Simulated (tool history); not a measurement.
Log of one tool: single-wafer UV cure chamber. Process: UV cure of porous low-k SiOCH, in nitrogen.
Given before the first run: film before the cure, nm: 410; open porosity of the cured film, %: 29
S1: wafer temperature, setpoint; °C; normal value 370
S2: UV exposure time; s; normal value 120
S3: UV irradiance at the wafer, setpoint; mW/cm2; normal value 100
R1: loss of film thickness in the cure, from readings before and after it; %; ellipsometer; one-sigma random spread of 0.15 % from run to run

| run | hour | S1 | S2 | S3 | R1 |
|---|---|---|---|---|---|
| 1 | 0 | 370 | 120 | 123 | 10.961 |
| 2 | 53.4 | 370 | 120 | 100 | 9.906 |
| 3 | 95.4 | 362 | 120 | 100 | 9.359 |
| 4 | 157.3 | 362 | 120 | 100 | 9.778 |
|  | 185.1 | quartz window cleaned |
| 5 | 185.6 | 370 | 105 | 100 | 9.298 |
| 6 | 221.1 | 370 | 120 | 100 | 9.855 |
| 7 | 248.3 | 370 | 140 | 113 | 11.052 |
| 8 | 282.1 | 370 | 120 | 100 | 9.991 |
| 9 | 317.9 | 370 | 120 | 100 | 9.689 |
| 10 | 347 | 370 | 120 | 100 | 9.609 |
| 11 | 410.4 | 370 | 120 | 100 | 9.926 |
| 12 | 457.2 | 370 | 120 | 100 | 9.983 |
|  | 469.6 | quartz window cleaned |
| 13 | 499.4 | 370 | 120 | 100 | 9.766 |
| 14 | 547.5 | 370 | 120 | 100 | 9.64 |
| 15 | 608.7 | 370 | 150 | 111 | 11.243 |
| 16 | 637.8 | 370 | 155 | 119 | 11.77 |
| 17 | 694.2 | 355 | 180 | 126 | 12.399 |
| 18 | 723.2 | 370 | 120 | 100 | 9.874 |
|  | 759.3 | quartz window cleaned |
|  | 791 | UV bulbs replaced |
| 19 | 791.5 | 370 | 120 | 84 | 8.928 |
| 20 | 830.6 | 370 | 120 | 100 | 9.762 |
| 21 | 870 | 363 | 190 | 123 | 13.273 |
| 22 | 906.3 | 370 | 120 | 90 | 9.198 |
| 23 | 971.1 | 370 | 120 | 100 | 9.875 |
| 24 | 997.9 | 370 | 60 | 100 | 6.594 |
| 25 | 1032.1 | 380 | 180 | 100 | 11.968 |
|  | 1045.1 | quartz window cleaned |
| 26 | 1059.1 | 352 | 120 | 100 | 9.523 |
| 27 | 1091.1 | 361 | 55 | 100 | 6.031 |
| 28 | 1122.5 | 384 | 120 | 100 | 10.015 |
| 29 | 1147.7 | 377 | 60 | 70 | 5.174 |

3 options for the next run, each taken on its own from the tool as it stands now. Forecast them:
| A | 1148.2 | 370 | 65 | 100 | ? |
| B | 1148.2 | 350 | 120 | 100 | ? |
| C | 1148.2 | 376 | 120 | 125 | ? |

| run | R1 |
|---|---|
| A | 7.072 |
| B | 9.561 |
| C | 11.228 |
Without the tool's hidden state the same runs would have given:
| run | R1 |
|---|---|
| A | 7.072 |
| B | 9.561 |
| C | 11.228 |

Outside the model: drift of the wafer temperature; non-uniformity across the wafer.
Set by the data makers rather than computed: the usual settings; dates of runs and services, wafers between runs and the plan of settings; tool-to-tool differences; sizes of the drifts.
